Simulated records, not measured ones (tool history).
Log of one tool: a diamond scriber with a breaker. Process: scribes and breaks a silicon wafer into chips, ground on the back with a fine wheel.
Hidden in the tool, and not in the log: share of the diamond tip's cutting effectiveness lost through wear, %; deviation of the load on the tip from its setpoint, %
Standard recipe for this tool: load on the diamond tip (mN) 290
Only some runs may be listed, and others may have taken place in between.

run     day  load on the diamond tip (mN)  wafers since the last listed run  hours since the diamond tip was replaced  hours since the load on the tip was calibrated  incoming depth of the damage left on the back of the incoming wafer, um  depth of the median crack under the scribed line (um)  chips rejected at inspection after the break (%)
  1       0                           290                                 0                                     357.2                                           640.7                                                                     2.25                                                  12.42                                              2.43
      0.146  -- load on the tip recalibrated
  2   1.729                           290                               139                                     398.7                                              38                                                                     2.48                                                  11.34                                               6.2
  3   3.938                           290                               187                                     451.7                                              91                                                                     2.77                                                  11.19                                              6.79
  4   5.921                           290                               168                                     499.3                                           138.6                                                                     1.85                                                  11.38                                               6.4
  5   8.538                           255                               222                                     562.1                                           201.4                                                                     2.09                                                  10.23                                             14.13
  6      10                           255                               124                                     597.2                                           236.5                                                                     2.94                                                  10.39                                             13.17
  7  12.392                           341                               203                                     654.6                                           293.9                                                                     2.91                                                  12.73                                              2.76
  8  15.367                           341                               252                                       726                                           365.3                                                                     1.58                                                  12.42                                               1.8
  9  17.304                           341                               164                                     772.5                                           411.8                                                                     2.04                                                  12.61                                              2.05
 10  19.775                           337                               209                                     831.8                                           471.1                                                                     2.15                                                  12.61                                                 2
 11  21.504                           337                               146                                     873.3                                           512.6                                                                     2.95                                                  12.76                                              2.81
 12  22.733                           365                               104                                     902.8                                           542.1                                                                     1.97                                                  13.04                                              2.18
     23.696  -- load on the tip recalibrated
 13  24.908                           259                               177                                       955                                            29.1                                                                      2.5                                                   9.86                                             15.56
 14  27.446                           244                               215                                    1015.9                                              90                                                                      2.8                                                   9.82                                             19.71
 15  28.946                           341                               127                                    1051.9                                             126                                                                     2.28                                                  12.17                                              3.25
     29.575  -- diamond tip replaced by a new one
 16  30.492                           290                               124                                        22                                           163.1                                                                     2.54                                                  13.17                                              2.26
 17  33.317                           251                               240                                      89.8                                           230.9                                                                     1.78                                                  11.46                                               4.5
 18  34.412                           290                                93                                     116.1                                           257.2                                                                     2.04                                                  13.06                                              2.05
 19  36.529                           369                               179                                     166.9                                             308                                                                     2.34                                                  14.96                                              5.48
 20  38.292                           321                               149                                     209.2                                           350.3                                                                     1.68                                                   13.3                                              1.97
 21  40.333                           357                               173                                     258.2                                           399.3                                                                     2.77                                                  14.14                                              4.28
 22  42.629                           313                               195                                     313.3                                           454.4                                                                     2.17                                                  13.12                                               1.9
 23  45.112                           234                               211                                     372.9                                             514                                                                     1.81                                                   10.7                                             10.46

Consider 4 possible next runs. They are alternatives, not a sequence: every one starts from the tool as it was left by run 23. What does each give?
  A  45.133                           290                                 1                                     373.4                                           514.5                                                                     1.69                                                      ?                                                 ?
  B  45.133                           374                                 1                                     373.4                                           514.5                                                                     1.69                                                      ?                                                 ?
  C  45.133                           367                                 1                                     373.4                                           514.5                                                                     1.69                                                      ?                                                 ?
  D  45.133                           265                                 1                                     373.4                                           514.5                                                                     1.69                                                      ?                                                 ?

run  depth of the median crack under the scribed line (um)  chips rejected at inspection after the break (%)
  A                                                  12.25                                              2.51
  B                                                  14.57                                               4.7
  C                                                  14.38                                               4.1
  D                                                  11.52                                              4.82
Without the tool's unlogged condition, the same runs would have read:
run  depth of the median crack under the scribed line (um)  chips rejected at inspection after the break (%)
  A                                                  12.96                                              1.81
  B                                                  15.41                                              8.04
  C                                                  15.21                                              7.17
  D                                                  12.19                                              2.66

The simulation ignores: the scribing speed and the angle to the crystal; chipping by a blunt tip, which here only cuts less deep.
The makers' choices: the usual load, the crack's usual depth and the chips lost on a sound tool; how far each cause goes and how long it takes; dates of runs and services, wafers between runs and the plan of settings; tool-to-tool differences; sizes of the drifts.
